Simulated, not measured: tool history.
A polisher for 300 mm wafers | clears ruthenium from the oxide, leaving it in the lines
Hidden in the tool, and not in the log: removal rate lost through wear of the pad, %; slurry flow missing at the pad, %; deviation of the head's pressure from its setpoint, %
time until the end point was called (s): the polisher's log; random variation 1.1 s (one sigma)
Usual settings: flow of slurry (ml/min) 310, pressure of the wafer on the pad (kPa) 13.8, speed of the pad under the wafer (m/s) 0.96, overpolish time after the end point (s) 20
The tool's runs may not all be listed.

run    hour  flow of slurry (ml/min)  pressure of the wafer on the pad (kPa)  speed of the pad under the wafer (m/s)  overpolish time after the end point (s)  wafers since the last listed run  wafers polished on this pad  hours since the slurry nozzle was cleaned  hours since the head pressure was calibrated  incoming thickness of the incoming film, nm  time until the end point was called (s)
  1     0.0                      310                                    13.8                                    0.96                                       20                                 0                          792                                      414.1                                         287.8                                        139.8                                    129.2
       25.2  -- slurry nozzle cleaned
  2    54.3                      310                                    11.7                                    0.96                                       20                               401                         1194                                       29.1                                         342.1                                        142.8                                    153.9
  3    85.1                      310                                    13.8                                    0.96                                       20                               232                         1426                                       59.9                                         372.9                                        140.5                                    128.4
  4   143.9                      310                                    13.8                                    0.96                                       20                               443                         1869                                      118.7                                         431.7                                        139.1                                    127.2
      176.8  -- head pressure recalibrated
  5   202.6                      310                                    13.8                                    0.96                                       20                               427                         2296                                      177.4                                          25.8                                        139.2                                    126.9
  6   236.5                      310                                    13.8                                    0.96                                       20                               255                         2551                                      211.3                                          59.7                                        139.1                                    127.5
      287.0  -- worn pad replaced by a new one
  7   287.5                      310                                    13.8                                    0.96                                       20                               354                            3                                      262.3                                         110.7                                        138.0                                    126.3
  8   328.0                      310                                    13.8                                    0.96                                       20                               305                          309                                      302.8                                         151.2                                        138.9                                    128.3
  9   385.3                      310                                    12.4                                    0.96                                       20                               431                          740                                      360.1                                         208.5                                        138.1                                    140.9
 10   440.1                      310                                    12.4                                    0.96                                       20                               412                         1153                                      414.9                                         263.3                                        140.6                                    143.8
 11   465.7                      310                                    12.4                                    0.96                                       20                               192                         1346                                      440.5                                         288.9                                        140.2                                    143.5
 12   492.4                      310                                    13.8                                    0.96                                       20                               201                         1547                                      467.2                                         315.6                                        138.6                                    126.6
      534.7  -- slurry nozzle cleaned
 13   537.4                      310                                    13.8                                    0.96                                       20                               331                         1879                                        2.7                                         360.6                                        139.3                                    127.9
 14   593.2                      310                                    13.8                                    0.96                                       20                               420                         2300                                       58.5                                         416.4                                        139.1                                    127.6
      607.5  -- head pressure recalibrated
 15   626.4                      310                                    13.8                                    0.96                                       20                               235                         2535                                       91.7                                          18.9                                        140.9                                    126.5
 16   660.1                      235                                    13.8                                    0.96                                       13                               253                         2789                                      125.4                                          52.6                                        140.8                                    132.9
      749.4  -- worn pad replaced by a new one
 17   796.9                      420                                    11.0                                    0.64                                       26                              1000                          358                                      262.2                                         189.4                                        143.1                                    221.7
 18   825.9                      310                                    13.8                                    1.06                                       20                               218                          576                                      291.2                                         218.4                                        139.0                                    118.8
 19   856.3                      310                                    13.8                                    0.96                                       20                               229                          805                                      321.6                                         248.8                                        139.3                                    128.3
 20   912.1                      310                                    13.8                                    1.24                                       26                               420                         1226                                      377.4                                         304.6                                        140.5                                    104.3
 21   958.1                      310                                    13.8                                    0.96                                       20                               346                         1572                                      423.4                                         350.6                                        140.8                                    128.7
     1004.4  -- slurry nozzle cleaned
 22  1018.2                      310                                    13.8                                    0.84                                       14                               445                         2018                                       13.8                                         410.7                                        139.1                                    140.5
     1027.5  -- head pressure recalibrated
 23  1066.2                      310                                    13.8                                    0.96                                       13                               346                         2364                                       61.8                                          38.7                                        140.3                                    128.4
     1120.8  -- worn pad replaced by a new one
 24  1126.1                      355                                    13.8                                    1.24                                       13                               421                           40                                      121.7                                          98.6                                        138.0                                    100.6
 25  1164.0                      310                                    15.2                                    1.10                                       28                               285                          325                                      159.6                                         136.5                                        137.8                                    101.9
 26  1208.0                      230                                    13.8                                    0.70                                       20                               331                          657                                      203.6                                         180.5                                        141.0                                    172.7
 27  1261.2                      310                                    13.8                                    1.16                                       16                               400                         1058                                      256.8                                         233.7                                        141.7                                    110.4
 28  1300.1                      365                                    16.5                                    0.64                                       28                               293                         1351                                      295.7                                         272.6                                        141.4                                    145.4
 29  1349.9                      310                                    13.8                                    0.82                                       31                               375                         1726                                      345.5                                         322.4                                        139.4                                    144.7
     1407.6  -- head pressure recalibrated
 30  1413.0                      280                                    13.8                                    0.78                                       20                               460                         2187                                      408.6                                           5.4                                        139.2                                    151.9
     1489.4  -- slurry nozzle cleaned
     1524.3  -- worn pad replaced by a new one
 31  1554.0                      310                                    13.8                                    0.96                                       20                              1024                          223                                       64.6                                         146.4                                        141.0                                    128.4
 32  1613.3                      260                                    10.3                                    0.86                                       20                               446                          670                                      123.9                                         205.7                                        137.9                                    190.4
 33  1685.3                      310                                    16.5                                    1.04                                       20                               542                         1213                                      195.9                                         277.7                                        142.2                                    102.0
 34  1733.4                      340                                    17.2                                    0.96                                       20                               362                         1575                                      244.0                                         325.8                                        138.1                                    100.8
 35  1766.6                      310                                    13.8                                    0.96                                       20                               250                         1825                                      277.2                                         359.0                                        141.3                                    129.8
 36  1803.6                      310                                    13.8                                    0.96                                       20                               278                         2104                                      314.2                                         396.0                                        138.3                                    126.5
     1842.1  -- head pressure recalibrated
 37  1845.2                      415                                    11.7                                    0.96                                       27                               298                         2403                                      355.8                                           3.1                                        141.7                                    150.2

Hidden state at the last listed run before each entry between runs and at the first one after, where it differs:
Between runs 1 and 2: slurry nozzle cleaned (hour 25.2)
  no hidden state differs between the two runs
Between runs 4 and 5: head pressure recalibrated (hour 176.8)
  no hidden state differs between the two runs
Between runs 6 and 7: worn pad replaced by a new one (hour 287.0)
  no hidden state differs between the two runs
Between runs 12 and 13: slurry nozzle cleaned (hour 534.7)
  no hidden state differs between the two runs
Between runs 14 and 15: head pressure recalibrated (hour 607.5)
  no hidden state differs between the two runs
Between runs 16 and 17: worn pad replaced by a new one (hour 749.4)
  no hidden state differs between the two runs
Between runs 21 and 22: slurry nozzle cleaned (hour 1004.4)
  no hidden state differs between the two runs
Between runs 22 and 23: head pressure recalibrated (hour 1027.5)
  no hidden state differs between the two runs
Between runs 23 and 24: worn pad replaced by a new one (hour 1120.8)
  no hidden state differs between the two runs
Between runs 29 and 30: head pressure recalibrated (hour 1407.6)
  no hidden state differs between the two runs
Between runs 30 and 31: slurry nozzle cleaned (hour 1489.4); worn pad replaced by a new one (hour 1524.3)
  no hidden state differs between the two runs
Between runs 36 and 37: head pressure recalibrated (hour 1842.1)
  no hidden state differs between the two runs

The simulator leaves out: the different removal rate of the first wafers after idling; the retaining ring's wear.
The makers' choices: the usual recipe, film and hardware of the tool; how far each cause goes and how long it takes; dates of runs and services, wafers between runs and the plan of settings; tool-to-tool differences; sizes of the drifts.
